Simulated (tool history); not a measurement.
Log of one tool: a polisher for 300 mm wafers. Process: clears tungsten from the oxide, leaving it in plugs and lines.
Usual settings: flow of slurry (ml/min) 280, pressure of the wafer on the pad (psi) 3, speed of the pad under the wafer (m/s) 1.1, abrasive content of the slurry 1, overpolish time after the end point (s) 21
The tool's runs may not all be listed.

run	hour	flow of slurry (ml/min)	pressure of the wafer on the pad (psi)	speed of the pad under the wafer (m/s)	abrasive content of the slurry	overpolish time after the end point (s)	wafers since the last listed run	wafers polished on this pad	hours since the slurry nozzle was cleaned	hours since the head pressure was calibrated	hours since the slurry blender was calibrated	hours since the slurry got fresh peroxide	incoming thickness of the incoming film, nm	time until the end point was called (s)
1	0	280	3	1.1	1	16	0	467	154.9	357.4	209.1	364.2	260.3	75.3
# hour 38.7: slurry tank refilled with fresh slurry and peroxide
2	73.5	280	3	1.1	1	16	546	1014	228.4	430.9	282.6	34.8	257.1	67.1
3	128.9	280	3	0.88	1.15	21	417	1432	283.8	486.3	338	90.2	259.4	83.2
# hour 148.4: head pressure recalibrated
4	218.7	280	3	1.1	1	21	662	2094	373.6	70.3	427.8	180	257	72.9
5	319.9	280	3	1.1	1	21	763	2857	474.8	171.5	529	281.2	263.4	72.7
# hour 324.8: slurry blender recalibrated
6	414.1	280	3	1.1	1	21	695	3552	569	265.7	89.3	375.4	256.9	74
# hour 418.8: worn pad replaced by a new one
7	450.2	280	3	0.88	1	21	242	236	605.1	301.8	125.4	411.5	261.4	92.6
8	488.2	280	3	0.88	1	21	286	523	643.1	339.8	163.4	449.5	263.8	93.9
# hour 510: slurry tank refilled with fresh slurry and peroxide
# hour 549.4: head pressure recalibrated
9	566.4	280	3	0.88	1	21	567	1090	721.3	17	241.6	56.4	259.8	86.8
# hour 583.1: slurry nozzle cleaned
10	623.6	280	3	1.2	1	29	423	1513	40.5	74.2	298.8	113.6	261.6	67.3
11	680.1	320	3	1.1	1	21	426	1940	97	130.7	355.3	170.1	258.7	70.5
12	767.7	375	3	1.1	1.1	21	660	2600	184.6	218.3	442.9	257.7	264.5	72.6
# hour 824.4: worn pad replaced by a new one
# hour 841.9: slurry blender recalibrated
13	871.4	280	3.8	1.1	1.25	17	736	339	288.3	322	29.5	361.4	257.2	61.2
14	932.5	365	2.7	1.46	1	33	460	799	349.4	383.1	90.6	422.5	257.7	63.2
# hour 949.2: head pressure recalibrated
15	985.3	330	3	1.1	1	21	383	1182	402.2	36.1	143.4	475.3	262.5	78.4
16	1021.7	280	3.5	0.8	1	17	274	1457	438.6	72.5	179.8	511.7	261.9	97.4
# hour 1036.1: slurry tank refilled with fresh slurry and peroxide
17	1093.4	280	3	1.1	1	14	533	1990	510.3	144.2	251.5	57.3	260.5	68.1
# hour 1178.1: slurry nozzle cleaned
18	1189.2	280	3	1.1	1	21	714	2705	11.1	240	347.3	153.1	264.1	72.7
# hour 1237.6: worn pad replaced by a new one
# hour 1255.2: slurry blender recalibrated
19	1268.9	330	3	0.74	1.2	26	555	220	90.8	319.7	13.7	232.8	257	105.3
20	1312.5	280	3.3	0.76	0.85	21	328	549	134.4	363.3	57.3	276.4	261.3	98.4
# hour 1364: head pressure recalibrated
21	1401	345	3	1.32	1	21	652	1202	222.9	37	145.8	364.9	258.3	58.6
22	1454.6	280	3	0.76	1	21	404	1606	276.5	90.6	199.4	418.5	260.2	110
# hour 1518.3: slurry tank refilled with fresh slurry and peroxide
23	1528.9	280	3	1.1	1	21	552	2159	350.8	164.9	273.7	10.6	263.7	68.6
24	1583.2	280	3	1.1	1	21	409	2568	405.1	219.2	328	64.9	254	66.1
25	1683.3	280	3	1.1	1	21	754	3323	505.2	319.3	428.1	165	260	71.4
# hour 1752.1: worn pad replaced by a new one
# hour 1763.7: slurry blender recalibrated
26	1791	280	3.6	0.88	1.1	26	766	278	612.9	427	27.3	272.7	255.5	78
# hour 1832.5: head pressure recalibrated
# hour 1833.8: slurry nozzle cleaned
27	1884	200	3	1.44	0.8	9	678	957	50.2	51.5	120.3	365.7	258.5	63.7

Forecast each of these 3 alternatives for the next run:
A	1884.5	280	3	1.1	1	21	3	961	50.7	52	120.8	366.2	260.4	?
B	1884.5	335	3	1.1	1	21	3	961	50.7	52	120.8	366.2	260.4	?
C	1884.5	280	3.9	0.98	1	30	3	961	50.7	52	120.8	366.2	260.4	?

run	time until the end point was called (s)
A	76.3
B	75
C	69.5
Without the tool's hidden state the same runs would have given:
run	time until the end point was called (s)
A	64.6
B	63.5
C	58.8
